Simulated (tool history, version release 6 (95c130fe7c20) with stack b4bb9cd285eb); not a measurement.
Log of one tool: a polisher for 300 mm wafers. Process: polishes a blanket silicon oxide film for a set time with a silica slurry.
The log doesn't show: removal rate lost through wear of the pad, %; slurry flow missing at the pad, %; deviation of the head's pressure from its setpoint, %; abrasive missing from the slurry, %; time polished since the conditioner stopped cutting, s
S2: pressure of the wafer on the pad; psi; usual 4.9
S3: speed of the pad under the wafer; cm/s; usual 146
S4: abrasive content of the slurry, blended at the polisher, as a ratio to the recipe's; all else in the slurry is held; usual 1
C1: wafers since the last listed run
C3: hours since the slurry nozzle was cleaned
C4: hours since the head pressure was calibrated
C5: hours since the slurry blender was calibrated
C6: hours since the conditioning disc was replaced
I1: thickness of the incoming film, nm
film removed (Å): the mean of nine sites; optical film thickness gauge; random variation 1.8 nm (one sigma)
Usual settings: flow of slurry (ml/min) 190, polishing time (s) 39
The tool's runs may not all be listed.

Run 1, hour 0: usual settings; C1 0; wafers polished on this pad 1869; C3 367.6; C4 266; C5 28.3; C6 152.9; I1 814.3. Result: film removed (Å) 1999.
At hour 18.3: slurry nozzle cleaned.
Run 2, hour 31.5: usual settings; C1 259; wafers polished on this pad 2128; C3 13.2; C4 297.5; C5 59.8; C6 184.4; I1 819.9. Result: film removed (Å) 1972.
Run 3, hour 64.1: usual settings; C1 276; wafers polished on this pad 2405; C3 45.8; C4 330.1; C5 92.4; C6 217; I1 801.8. Result: film removed (Å) 1961.
At hour 89.1: worn pad replaced by a new one.
Run 4, hour 108.8: usual settings but flow of slurry (ml/min) 220, polishing time (s) 43; C1 345; wafers polished on this pad 167; C3 90.5; C4 374.8; C5 137.1; C6 261.7; I1 808.5. Result: film removed (Å) 2180.
At hour 117.2: head pressure recalibrated.
Run 5, hour 180.7: usual settings but flow of slurry (ml/min) 220, polishing time (s) 43; C1 593; wafers polished on this pad 760; C3 162.4; C4 63.5; C5 209; C6 333.6; I1 805.4. Result: film removed (Å) 2161.
Run 6, hour 219: usual settings but flow of slurry (ml/min) 220, polishing time (s) 43; C1 325; wafers polished on this pad 1086; C3 200.7; C4 101.8; C5 247.3; C6 371.9; I1 817. Result: film removed (Å) 2143.
Run 7, hour 265.8: usual settings but flow of slurry (ml/min) 235; C1 397; wafers polished on this pad 1483; C3 247.5; C4 148.6; C5 294.1; C6 418.7; I1 825.2. Result: film removed (Å) 1943.
At hour 300.4: conditioning disc replaced and pad reconditioned.
Run 8, hour 318.7: usual settings but flow of slurry (ml/min) 235; C1 432; wafers polished on this pad 1916; C3 300.4; C4 201.5; C5 347; C6 18.3; I1 811.8. Result: film removed (Å) 2063.
At hour 352.5: slurry blender recalibrated.
At hour 397.7: slurry nozzle cleaned.
At hour 437.6: worn pad replaced by a new one.
Run 9, hour 498.7: usual settings but flow of slurry (ml/min) 235; C1 1469; wafers polished on this pad 518; C3 101; C4 381.5; C5 146.2; C6 198.3; I1 813.4. Result: film removed (Å) 2009.
At hour 504: head pressure recalibrated.
Run 10, hour 553.1: usual settings; C1 445; wafers polished on this pad 963; C3 155.4; C4 49.1; C5 200.6; C6 252.7; I1 822.9. Result: film removed (Å) 1965.
Run 11, hour 595.6: usual settings; C1 361; wafers polished on this pad 1324; C3 197.9; C4 91.6; C5 243.1; C6 295.2; I1 810. Result: film removed (Å) 1940.
Run 12, hour 654.8: usual settings; C1 502; wafers polished on this pad 1827; C3 257.1; C4 150.8; C5 302.3; C6 354.4; I1 808.1. Result: film removed (Å) 1915.
At hour 707.6: slurry blender recalibrated.
Run 13, hour 717.3: usual settings; C1 513; wafers polished on this pad 2341; C3 319.6; C4 213.3; C5 9.7; C6 416.9; I1 820.7. Result: film removed (Å) 1908.
At hour 737.4: conditioning disc replaced and pad reconditioned.
At hour 757.3: slurry nozzle cleaned.
At hour 781.9: worn pad replaced by a new one.
Run 14, hour 847: usual settings but flow of slurry (ml/min) 245; C1 1042; wafers polished on this pad 552; C3 89.7; C4 343; C5 139.4; C6 109.6; I1 818.5. Result: film removed (Å) 2028.
At hour 886.1: head pressure recalibrated.
Run 15, hour 890.8: usual settings; C1 355; wafers polished on this pad 907; C3 133.5; C4 4.7; C5 183.2; C6 153.4; I1 823.8. Result: film removed (Å) 1981.
Run 16, hour 935.3: usual settings but flow of slurry (ml/min) 220, S2 6.4 psi, S3 164 cm/s, S4 1.15; C1 377; wafers polished on this pad 1285; C3 178; C4 49.2; C5 227.7; C6 197.9; I1 814.5. Result: film removed (Å) 2857.
Run 17, hour 976.9: usual settings but flow of slurry (ml/min) 135, S3 98 cm/s, polishing time (s) 47; C1 353; wafers polished on this pad 1639; C3 219.6; C4 90.8; C5 269.3; C6 239.5; I1 821.8. Result: film removed (Å) 1782.
Run 18, hour 1020.4: usual settings but S2 4.2 psi, S4 1.25; C1 369; wafers polished on this pad 2008; C3 263.1; C4 134.3; C5 312.8; C6 283; I1 803. Result: film removed (Å) 1826.
Run 19, hour 1063.3: usual settings but S3 124 cm/s, polishing time (s) 32; C1 364; wafers polished on this pad 2372; C3 306; C4 177.2; C5 355.7; C6 325.9; I1 815.3. Result: film removed (Å) 1446.
At hour 1091.3: slurry blender recalibrated.
Run 20, hour 1110.4: usual settings but flow of slurry (ml/min) 125, S3 100 cm/s, polishing time (s) 52; C1 383; wafers polished on this pad 2756; C3 353.1; C4 224.3; C5 19.1; C6 373; I1 814. Result: film removed (Å) 1946.
At hour 1117: slurry nozzle cleaned.
At hour 1127.5: worn pad replaced by a new one.
Run 21, hour 1143.6: usual settings but S4 0.9; C1 239; wafers polished on this pad 137; C3 26.6; C4 257.5; C5 52.3; C6 406.2; I1 835.5. Result: film removed (Å) 1834.
At hour 1146.5: conditioning disc replaced and pad reconditioned.
Run 22, hour 1193.8: usual settings but flow of slurry (ml/min) 150, S2 3.9 psi, polishing time (s) 49; C1 409; wafers polished on this pad 546; C3 76.8; C4 307.7; C5 102.5; C6 47.3; I1 823.1. Result: film removed (Å) 1960.
At hour 1213.5: head pressure recalibrated.
Run 23, hour 1226.4: usual settings but flow of slurry (ml/min) 165, S3 98 cm/s, S4 1.1, polishing time (s) 43; C1 259; wafers polished on this pad 806; C3 109.4; C4 12.9; C5 135.1; C6 79.9; I1 812.7. Result: film removed (Å) 1764.
Run 24, hour 1255.6: usual settings but flow of slurry (ml/min) 215, S3 132 cm/s, polishing time (s) 47; C1 248; wafers polished on this pad 1054; C3 138.6; C4 42.1; C5 164.3; C6 109.1; I1 830.5. Result: film removed (Å) 2280.
Run 25, hour 1307: usual settings; C1 436; wafers polished on this pad 1491; C3 190; C4 93.5; C5 215.7; C6 160.5; I1 823.5. Result: film removed (Å) 1988.
Run 26, hour 1346.1: usual settings but S2 3.8 psi, S3 104 cm/s; C1 332; wafers polished on this pad 1823; C3 229.1; C4 132.6; C5 254.8; C6 199.6; I1 822. Result: film removed (Å) 1274.

Forecast each of these 3 alternatives for the next run:
Run A, hour 1346.5: usual settings; C1 3; wafers polished on this pad 1826; C3 229.5; C4 133; C5 255.2; C6 200; I1 806.1. Result: film removed (Å) ?.
Run B, hour 1346.5: usual settings but S3 160 cm/s; C1 3; wafers polished on this pad 1826; C3 229.5; C4 133; C5 255.2; C6 200; I1 806.1. Result: film removed (Å) ?.
Run C, hour 1346.5: usual settings but flow of slurry (ml/min) 160, S3 180 cm/s, S4 1.25; C1 3; wafers polished on this pad 1826; C3 229.5; C4 133; C5 255.2; C6 200; I1 806.1. Result: film removed (Å) ?.

run  film removed (Å)
  A              1980
  B              2094
  C              2351
Without the tool's hidden state the same runs would have given:
run  film removed (Å)
  A              2009
  B              2128
  C              2393

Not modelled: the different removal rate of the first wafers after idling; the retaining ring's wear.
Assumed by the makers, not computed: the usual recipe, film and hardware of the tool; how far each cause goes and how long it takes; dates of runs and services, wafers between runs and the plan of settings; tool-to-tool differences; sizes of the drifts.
